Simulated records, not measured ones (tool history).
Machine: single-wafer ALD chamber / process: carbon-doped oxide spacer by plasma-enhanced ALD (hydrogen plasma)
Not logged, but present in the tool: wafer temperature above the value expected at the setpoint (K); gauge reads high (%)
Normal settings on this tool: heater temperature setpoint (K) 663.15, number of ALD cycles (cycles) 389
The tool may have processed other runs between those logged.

run,hour,heater temperature setpoint (K),number of ALD cycles (cycles),wafers since the last listed run,hours since the last thermocouple change,hours since the gauge calibration,"read-back reference wafer on the same gauge, thickness_nm",mean film thickness on the monitor wafer (Å)
1,0,663.15,389,0,1580.2,541,19.594,201.63
2,28.8,663.15,389,19,1609,569.8,19.601,200.3
# hour 38.8: gauge calibrated
3,52.3,663.15,425,16,1632.5,13.5,19.605,219.57
4,87.6,663.15,425,24,1667.8,48.8,19.597,219.54
5,112.1,663.15,389,16,1692.3,73.3,19.599,199.91
6,137.2,663.15,389,17,1717.4,98.4,19.607,200.56
7,154,657.15,389,11,1734.2,115.2,19.601,200.35
8,171.7,657.15,389,12,1751.9,132.9,19.601,201.13
9,195.2,657.15,389,16,1775.4,156.4,19.602,201.27
10,215.9,663.15,389,14,1796.1,177.1,19.609,201.01
11,236.4,663.15,389,13,1816.6,197.6,19.607,200.56
12,322.4,663.15,389,58,1902.6,283.6,19.602,200.95
13,343.8,652.15,450,14,1924,305,19.589,231.9
14,381.7,652.15,450,25,1961.9,342.9,19.604,232.23
15,399.8,663.15,389,12,1980,361,19.604,200.12
16,435.7,658.15,369,24,2015.9,396.9,19.598,189.77
17,453.3,663.15,355,12,2033.5,414.5,19.614,183.74
18,465.8,663.15,419,8,2046,427,19.616,216.62
19,478.5,663.15,389,8,2058.7,439.7,19.603,199.59
20,504.8,648.15,458,17,2085,466,19.604,235.98
# hour 519.4: gauge calibrated
# hour 526.4: thermocouple changed; heater temperature recalibrated
21,526.9,669.15,455,9,0.5,7.5,19.601,235.05
22,535.8,663.15,389,6,9.4,16.4,19.609,200.51
23,557.2,659.15,346,14,30.8,37.8,19.586,178.9
24,582.9,663.15,449,17,56.5,63.5,19.614,231.73
25,607.9,649.15,461,17,81.5,88.5,19.603,238.81
26,626.9,659.15,346,12,100.5,107.5,19.597,178.62
27,661.7,653.15,423,23,135.3,142.3,19.608,217.94
28,696.8,668.15,463,23,170.4,177.4,19.596,238.72
29,724.2,675.15,335,18,197.8,204.8,19.601,171.64

3 options for the next run, each taken on its own from the tool as it stands now. Forecast them:
A,725.2,663.15,389,0,198.8,205.8,?,?
B,725.2,677.15,367,0,198.8,205.8,?,?
C,725.2,668.15,409,0,198.8,205.8,?,?

run,"read-back reference wafer on the same gauge, thickness_nm",mean film thickness on the monitor wafer (Å)
A,19.617,200.47
B,19.617,187.41
C,19.617,210.77
With no hidden state in the tool, these same runs would have given:
run,mean film thickness on the monitor wafer (Å)
A,200.47
B,187.41
C,210.77
